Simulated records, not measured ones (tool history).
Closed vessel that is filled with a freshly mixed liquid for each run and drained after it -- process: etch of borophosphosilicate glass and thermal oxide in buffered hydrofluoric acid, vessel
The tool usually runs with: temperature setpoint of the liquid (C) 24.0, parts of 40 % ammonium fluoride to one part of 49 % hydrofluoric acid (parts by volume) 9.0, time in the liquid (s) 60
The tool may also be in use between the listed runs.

| run | day | temperature setpoint of the liquid (C) | parts of 40 % ammonium fluoride to one part of 49 % hydrofluoric acid (parts by volume) | time in the liquid (s) | read-back film thickness of the borophosphosilicate glass reference wafer, read on the same gauge (nm) | read-back film thickness of the thermal oxide reference wafer, read on the same gauge (nm) | thickness taken off the borophosphosilicate glass on a monitor wafer (Å) | thickness taken off the thermal oxide on a monitor wafer (Å) |
|---|---|---|---|---|---|---|---|---|
| 1 | 0.000 | 21.0 | 9.0 | 60 | 89.95 | 89.99 | 1669.6 | 664.0 |
| 2 | 3.308 | 21.0 | 9.0 | 60 | 89.99 | 90.03 | 1685.5 | 662.7 |
| 3 | 6.071 | 21.0 | 9.0 | 60 | 90.00 | 90.01 | 1741.8 | 674.3 |
| 4 | 8.796 | 24.0 | 9.0 | 60 | 90.03 | 90.00 | 2041.1 | 802.1 |
| 5 | 10.925 | 24.0 | 6.0 | 60 | 89.99 | 90.02 | 3066.6 | 1216.0 |
|  | 14.042 | thermometer replaced |
| 6 | 14.467 | 24.0 | 9.0 | 60 | 90.03 | 89.99 | 1989.5 | 782.9 |
|  | 14.962 | hydrofluoric acid flow meter replaced |
| 7 | 16.462 | 24.0 | 9.0 | 60 | 90.01 | 90.02 | 1891.3 | 752.7 |
| 8 | 20.550 | 24.0 | 6.5 | 60 | 90.04 | 90.01 | 2685.5 | 1067.3 |
| 9 | 24.125 | 20.5 | 6.0 | 40 | 90.00 | 90.00 | 1606.3 | 629.5 |
|  | 26.362 | gauge calibrated |
| 10 | 27.958 | 27.0 | 9.0 | 90 | 90.00 | 90.00 | 3492.1 | 1398.4 |
| 11 | 31.729 | 26.5 | 9.0 | 35 | 90.01 | 90.00 | 1345.1 | 527.0 |
| 12 | 35.238 | 24.0 | 11.0 | 40 | 90.02 | 90.00 | 1148.9 | 453.6 |
| 13 | 37.129 | 24.0 | 9.0 | 60 | 89.98 | 90.00 | 2065.4 | 814.2 |
| 14 | 39.483 | 24.0 | 9.0 | 70 | 90.02 | 90.00 | 2399.8 | 955.4 |
| 15 | 42.196 | 26.5 | 11.5 | 75 | 90.02 | 90.00 | 2398.3 | 966.9 |
|  | 42.671 | thermometer replaced |
| 16 | 44.792 | 24.0 | 9.0 | 60 | 89.97 | 90.01 | 2041.9 | 806.9 |
|  | 45.654 | hydrofluoric acid flow meter replaced |
| 17 | 47.512 | 24.0 | 11.5 | 90 | 89.99 | 89.99 | 2321.6 | 935.1 |
| 18 | 50.017 | 24.0 | 7.0 | 60 | 90.00 | 90.01 | 2537.3 | 998.4 |
| 19 | 52.979 | 25.5 | 6.5 | 90 | 89.98 | 90.00 | 4483.1 | 1773.7 |
| 20 | 54.908 | 29.0 | 8.0 | 45 | 90.01 | 89.98 | 2212.3 | 871.2 |
| 21 | 61.946 | 28.0 | 7.5 | 50 | 90.02 | 90.02 | 2561.1 | 1013.3 |
| 22 | 65.929 | 28.5 | 9.0 | 75 | 89.93 | 89.99 | 3276.5 | 1302.2 |
|  | 68.062 | thermometer replaced |
| 23 | 69.258 | 29.0 | 8.0 | 90 | 90.01 | 89.99 | 4399.5 | 1759.0 |
|  | 71.029 | hydrofluoric acid flow meter replaced |
| 24 | 71.371 | 24.0 | 9.0 | 60 | 90.02 | 90.02 | 1908.0 | 747.9 |

5 ways to go on from here, each from the tool as it stands after run 24. What would each give?
| A | 71.400 | 24.0 | 9.0 | 40 | ? | ? | ? | ? |
| B | 71.400 | 19.5 | 9.0 | 60 | ? | ? | ? | ? |
| C | 71.400 | 19.0 | 9.0 | 60 | ? | ? | ? | ? |
| D | 71.400 | 22.0 | 9.0 | 40 | ? | ? | ? | ? |
| E | 71.400 | 27.0 | 9.0 | 60 | ? | ? | ? | ? |

| run | read-back film thickness of the borophosphosilicate glass reference wafer, read on the same gauge (nm) | read-back film thickness of the thermal oxide reference wafer, read on the same gauge (nm) | thickness taken off the borophosphosilicate glass on a monitor wafer (Å) | thickness taken off the thermal oxide on a monitor wafer (Å) |
|---|---|---|---|---|
| A | 89.97 | 90.02 | 1266.7 | 503.9 |
| B | 89.97 | 90.02 | 1486.4 | 589.4 |
| C | 89.97 | 90.02 | 1445.8 | 573.1 |
| D | 89.97 | 90.02 | 1136.7 | 451.6 |
| E | 89.97 | 90.02 | 2229.5 | 888.5 |
What these runs would have given with no unlogged condition in the tool:
| run | thickness taken off the borophosphosilicate glass on a monitor wafer (Å) | thickness taken off the thermal oxide on a monitor wafer (Å) |
|---|---|---|
| A | 1252.8 | 498.3 |
| B | 1469.7 | 582.8 |
| C | 1429.5 | 566.6 |
| D | 1124.1 | 446.5 |
| E | 2205.4 | 878.8 |
